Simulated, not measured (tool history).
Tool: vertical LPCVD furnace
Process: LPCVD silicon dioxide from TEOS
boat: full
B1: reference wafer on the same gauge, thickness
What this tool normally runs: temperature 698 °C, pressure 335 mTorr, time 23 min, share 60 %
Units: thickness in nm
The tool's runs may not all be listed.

Run 1, day 0: usual settings but pressure 270 mTorr; B1 169.76. Result: thickness 144.93 nm.
Run 2, day 2.454: usual settings but pressure 270 mTorr; B1 170.08. Result: thickness 145.51 nm.
Run 3, day 5.308: usual settings but pressure 270 mTorr; B1 170.16. Result: thickness 146.29 nm.
Run 4, day 7.675: usual settings but time 26.5 min, share 67 %; B1 169.8. Result: thickness 197.25 nm.
Run 5, day 10.367: usual settings; B1 169.7. Result: thickness 161.26 nm.
Run 6, day 11.65: usual settings; B1 170.25. Result: thickness 162.41 nm.
Run 7, day 14.517: usual settings; B1 169.71. Result: thickness 162.77 nm.
Run 8, day 16.742: usual settings but temperature 692 °C, pressure 400 mTorr; B1 170.03. Result: thickness 152.8 nm.
Run 9, day 17.879: usual settings but pressure 380 mTorr, time 19.5 min; B1 170.12. Result: thickness 146.24 nm.
Run 10, day 19.012: usual settings; B1 170.04. Result: thickness 162.23 nm.
Run 11, day 22.258: usual settings; B1 170.08. Result: thickness 162.27 nm.
Run 12, day 29.242: usual settings but temperature 690 °C, pressure 390 mTorr; B1 169.93. Result: thickness 144.25 nm.
Run 13, day 30.808: usual settings; B1 170.03. Result: thickness 164 nm.
Run 14, day 33.296: usual settings but time 16 min; B1 169.88. Result: thickness 105.37 nm.
Run 15, day 34.912: usual settings; B1 169.96. Result: thickness 152.13 nm.
Run 16, day 37.812: usual settings; B1 170.21. Result: thickness 152.09 nm.
Run 17, day 39.554: usual settings but temperature 686 °C, pressure 415 mTorr; B1 170.17. Result: thickness 128.09 nm.
Run 18, day 42.075: usual settings but temperature 704 °C, share 50 %; B1 169.99. Result: thickness 161.44 nm.
Run 19, day 44.575: usual settings but temperature 702 °C, pressure 405 mTorr; B1 170.04. Result: thickness 186.78 nm.
Run 20, day 45.779: usual settings but pressure 270 mTorr; B1 170.2. Result: thickness 138.64 nm.
Run 21, day 47.771: usual settings but pressure 290 mTorr, time 26 min, share 66 %; B1 170.09. Result: thickness 171.7 nm.
Run 22, day 50.312: usual settings but temperature 710 °C, share 65 %; B1 170.45. Result: thickness 212.26 nm.
Run 23, day 51.896: usual settings; B1 169.84. Result: thickness 154.24 nm.
Run 24, day 54.7: usual settings but temperature 708 °C, pressure 365 mTorr; B1 169.88. Result: thickness 204.24 nm.
Run 25, day 57.104: usual settings; B1 170.01. Result: thickness 157.07 nm.
Run 26, day 59.962: usual settings but pressure 415 mTorr; B1 169.63. Result: thickness 174.67 nm.
Run 27, day 61.296: usual settings but pressure 260 mTorr; B1 169.82. Result: thickness 138.33 nm.
Run 28, day 64.283: usual settings but time 19 min; B1 170.05. Result: thickness 129.92 nm.
Run 29, day 66.788: usual settings but share 52 %; B1 169.99. Result: thickness 147.49 nm.
Run 30, day 68.233: usual settings but pressure 305 mTorr, time 26.5 min, share 53 %; B1 170.11. Result: thickness 161.55 nm.

Missing from the log above: 4 entries noted between runs. For each, name the pair of listed runs it sits between and say how the tool's hidden condition differs from the listed run just before to the listed run just after:
After run 10, before run 11: pressure gauge zeroed (day 20.604)
  true tube temperature minus thermocouple reading, K: 3.15 -> 3.18
  measured value less the no-hidden-state value, thickness: +11.48 -> +11.57 nm
After run 11, before run 12: gauge calibrated (day 23.483)
  true tube temperature minus thermocouple reading, K: 3.18 -> 3.22
  measured value less the no-hidden-state value, thickness: +11.57 -> +10.58 nm
After run 13, before run 14: thermocouples replaced and temperature profile calibrated (day 31.988)
  true tube temperature minus thermocouple reading, K: 3.23 -> 0.222
  measured value less the no-hidden-state value, thickness: +11.87 -> +0.54 nm
After run 17, before run 18: TEOS flow controller replaced (day 40.762)
  true tube temperature minus thermocouple reading, K: 0.63 -> 0.778
  measured value less the no-hidden-state value, thickness: +1.91 -> +2.87 nm
